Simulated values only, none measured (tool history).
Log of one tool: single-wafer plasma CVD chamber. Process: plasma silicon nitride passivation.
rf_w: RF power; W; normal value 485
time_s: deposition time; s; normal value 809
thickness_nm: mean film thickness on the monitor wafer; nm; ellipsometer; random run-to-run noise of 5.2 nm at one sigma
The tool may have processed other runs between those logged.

run,hour,rf_w,time_s,wafers since the last listed run,hours since the last RF generator calibration,hours since the showerhead was replaced,hours since the gauge calibration,"read-back reference wafer on the same gauge, thickness_nm",thickness_nm
1,0,460,809,0,327.4,1958.4,1004.3,1310.443,1257.327
2,89.9,415,884,262,417.3,2048.3,1094.2,1309.42,1342.037
3,184.2,485,809,275,511.6,2142.6,1188.5,1309.501,1279.166
4,271.6,485,809,255,599,2230,1275.9,1309.307,1274.997
5,352.4,485,809,236,679.8,2310.8,1356.7,1309.836,1265.477
6,425.9,485,809,214,753.3,2384.3,1430.2,1309.123,1263.49
7,474.3,485,809,141,801.7,2432.7,1478.6,1311.567,1263.301
8,532.4,485,845,169,859.8,2490.8,1536.7,1311.105,1319.956
9,596,485,809,185,923.4,2554.4,1600.3,1310.351,1259.061
10,654.2,485,809,170,981.6,2612.6,1658.5,1309.855,1248.54
# hour 717.5: RF generator calibrated
11,719.5,485,809,167,2,2677.9,1723.8,1310.754,1277.34
# hour 757.5: gauge calibrated
12,767.1,485,809,139,49.6,2725.5,9.6,1309.416,1279.708
13,842.5,440,766,220,125,2800.9,85,1310.113,1178.742
14,914.7,440,766,211,197.2,2873.1,157.2,1311.061,1188.46
15,965.3,485,809,147,247.8,2923.7,207.8,1309.597,1281.917
16,1006.5,410,946,120,289,2964.9,249,1310.27,1424.729
17,1080.5,545,886,216,363,3038.9,323,1310.524,1441.605
18,1119.5,485,845,114,402,3077.9,362,1309.419,1330.074
# hour 1230.9: showerhead replaced
19,1380.9,575,708,740,663.4,150,623.4,1311.635,1154.468
20,1478.2,515,713,284,760.7,247.3,720.7,1309.767,1127.748
21,1516.9,575,912,113,799.4,286,759.4,1309.833,1490.948
22,1585.7,440,676,201,868.2,354.8,828.2,1309.857,1032.773
23,1658.2,450,942,211,940.7,427.3,900.7,1309.281,1451.641
24,1722.3,565,809,187,1004.8,491.4,964.8,1311.009,1315.54
# hour 1826.8: RF generator calibrated
25,1827.3,445,656,283,0.5,596.4,1069.8,1310.182,1011.303
26,1927.5,580,852,292,100.7,696.6,1170,1310.576,1402.191
27,2022.2,420,748,276,195.4,791.3,1264.7,1311.967,1131.964
28,2074.2,485,809,152,247.4,843.3,1316.7,1307.548,1279.431
29,2167.6,485,721,273,340.8,936.7,1410.1,1309.892,1134.71

Forecast each of these 3 alternatives for the next run:
A,2168.2,485,953,1,341.4,937.3,1410.7,?,?
B,2168.2,430,919,1,341.4,937.3,1410.7,?,?
C,2168.2,485,729,1,341.4,937.3,1410.7,?,?

run,"read-back reference wafer on the same gauge, thickness_nm",thickness_nm
A,1310.533,1490.291
B,1310.533,1395.564
C,1310.533,1140.002
Had the tool no hidden state, the same runs would have come out as:
run,thickness_nm
A,1499.193
B,1403.9
C,1146.811
